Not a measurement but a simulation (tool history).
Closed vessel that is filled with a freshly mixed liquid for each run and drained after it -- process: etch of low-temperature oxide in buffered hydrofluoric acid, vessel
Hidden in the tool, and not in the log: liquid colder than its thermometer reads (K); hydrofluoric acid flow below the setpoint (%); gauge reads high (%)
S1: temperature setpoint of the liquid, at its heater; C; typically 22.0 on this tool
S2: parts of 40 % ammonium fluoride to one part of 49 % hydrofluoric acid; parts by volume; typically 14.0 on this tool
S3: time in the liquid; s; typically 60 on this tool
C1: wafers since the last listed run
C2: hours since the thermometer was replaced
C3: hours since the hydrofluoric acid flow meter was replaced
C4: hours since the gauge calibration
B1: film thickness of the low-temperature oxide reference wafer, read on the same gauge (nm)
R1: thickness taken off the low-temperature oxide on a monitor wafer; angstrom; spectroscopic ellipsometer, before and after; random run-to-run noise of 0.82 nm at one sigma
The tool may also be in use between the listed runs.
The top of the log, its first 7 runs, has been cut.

run,day,S1,S2,S3,C1,C2,C3,C4,B1,R1
8,15.283,23.5,14.0,60,4974,2422.4,1470.9,1217.5,149.99,1041.8
9,16.321,22.0,14.0,60,2487,2447.3,1495.8,1242.4,149.99,961.1
10,19.129,22.0,14.0,60,6732,2514.7,1563.2,1309.8,149.99,955.1
11,20.700,22.0,14.0,60,3765,2552.4,1600.9,1347.5,150.02,955.2
# day 20.942: hydrofluoric acid flow meter replaced
12,22.146,19.5,12.0,40,3366,2587.1,28.9,1382.2,150.01,648.9
13,24.979,22.0,16.5,35,6791,2655.1,96.9,1450.2,150.00,470.5
14,26.504,24.5,14.0,60,3655,2691.7,133.5,1486.8,150.00,1084.6
15,27.833,27.0,9.0,30,3186,2723.6,165.4,1518.7,149.99,926.6
16,30.071,17.0,19.5,90,5363,2777.3,219.1,1572.4,149.97,768.6
17,32.121,26.0,9.5,85,4914,2826.5,268.3,1621.6,149.99,2396.0
# day 33.321: thermometer replaced
18,34.229,22.0,12.5,60,4954,21.8,318.9,1672.2,150.01,1172.4
19,35.746,19.0,8.5,90,3635,58.2,355.3,1708.6,149.98,2114.6
20,38.004,22.0,16.0,50,5413,112.4,409.5,1762.8,150.00,775.5

Run 21 comes next. What will it give?
21,39.571,25.0,18.0,90,3755,150.0,447.1,1800.4,?,?

B1: 150.02
R1: 1468.2 angstrom
Were there no unlogged condition in the tool, this run, its random variation unchanged, would have produced R1 1477.8 angstrom.

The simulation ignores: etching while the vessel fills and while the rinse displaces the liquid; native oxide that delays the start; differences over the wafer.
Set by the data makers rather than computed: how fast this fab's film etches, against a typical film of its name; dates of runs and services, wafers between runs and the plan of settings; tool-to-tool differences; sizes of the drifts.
